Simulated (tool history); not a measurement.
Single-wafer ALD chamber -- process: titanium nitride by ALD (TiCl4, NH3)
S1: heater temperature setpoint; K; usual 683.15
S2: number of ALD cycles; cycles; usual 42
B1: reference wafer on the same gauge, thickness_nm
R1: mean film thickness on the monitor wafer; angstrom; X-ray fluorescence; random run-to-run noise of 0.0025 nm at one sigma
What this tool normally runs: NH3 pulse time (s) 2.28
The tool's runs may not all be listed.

run 1 day=0.000 | S1=683.15 S2=42 NH3_pulse_time_(s)=2.90 | B1=1.073 | R1=10.26
run 2 day=0.692 | S1=683.15 S2=42 NH3_pulse_time_(s)=2.90 | B1=1.074 | R1=10.32
run 3 day=1.112 | S1=683.15 S2=42 NH3_pulse_time_(s)=2.28 | B1=1.074 | R1=10.19
run 4 day=1.829 | S1=683.15 S2=42 NH3_pulse_time_(s)=2.28 | B1=1.075 | R1=10.20
run 5 day=2.525 | S1=683.15 S2=42 NH3_pulse_time_(s)=1.88 | B1=1.076 | R1=10.13
run 6 day=3.042 | S1=683.15 S2=42 NH3_pulse_time_(s)=1.88 | B1=1.077 | R1=10.20
run 7 day=3.775 | S1=683.15 S2=42 NH3_pulse_time_(s)=1.88 | B1=1.078 | R1=10.20
run 8 day=4.283 | S1=683.15 S2=42 NH3_pulse_time_(s)=2.28 | B1=1.080 | R1=10.25
run 9 day=4.642 | S1=691.15 S2=42 NH3_pulse_time_(s)=2.28 | B1=1.080 | R1=10.30
run 10 day=5.242 | S1=691.15 S2=42 NH3_pulse_time_(s)=2.28 | B1=1.069 | R1=10.21
run 11 day=5.958 | S1=683.15 S2=42 NH3_pulse_time_(s)=2.28 | B1=1.069 | R1=10.20
run 12 day=6.312 | S1=683.15 S2=42 NH3_pulse_time_(s)=2.28 | B1=1.069 | R1=10.17
run 13 day=7.133 | S1=697.15 S2=49 NH3_pulse_time_(s)=2.28 | B1=1.070 | R1=11.91
run 14 day=7.271 | S1=683.15 S2=42 NH3_pulse_time_(s)=2.28 | B1=1.070 | R1=10.20
run 15 day=7.829 | S1=683.15 S2=37 NH3_pulse_time_(s)=2.28 | B1=1.071 | R1=8.98
run 16 day=8.129 | S1=683.15 S2=42 NH3_pulse_time_(s)=2.65 | B1=1.070 | R1=10.22
run 17 day=8.458 | S1=677.15 S2=42 NH3_pulse_time_(s)=2.71 | B1=1.071 | R1=10.22
run 18 day=9.096 | S1=683.15 S2=42 NH3_pulse_time_(s)=1.81 | B1=1.071 | R1=10.08
run 19 day=9.379 | S1=674.15 S2=44 NH3_pulse_time_(s)=2.00 | B1=1.072 | R1=10.58
run 20 day=10.000 | S1=683.15 S2=36 NH3_pulse_time_(s)=2.28 | B1=1.073 | R1=8.75
run 21 day=10.588 | S1=670.15 S2=46 NH3_pulse_time_(s)=2.28 | B1=1.072 | R1=11.13
run 22 day=12.392 | S1=683.15 S2=42 NH3_pulse_time_(s)=2.28 | B1=1.076 | R1=10.22

Put back what was entered between runs (3 entries, withheld): which listed runs does each sit between, and how does the hidden state differ from the listed run before to the listed run after?
In the gap between runs 9 and 10: gauge calibrated (day 4.704)
  gauge reads high (%): 0.939 -> -0.0812
  what was measured, less what the result would be without the hidden state, R1: +0.10 -> -0.01 angstrom
In the gap between runs 12 and 13: thermocouple changed; heater temperature recalibrated (day 6.833); showerhead replaced (day 7.112)
  gauge reads high (%): -0.0567 -> -0.0212
  what was measured, less what the result would be without the hidden state, R1: +0.00 -> -0.01 angstrom
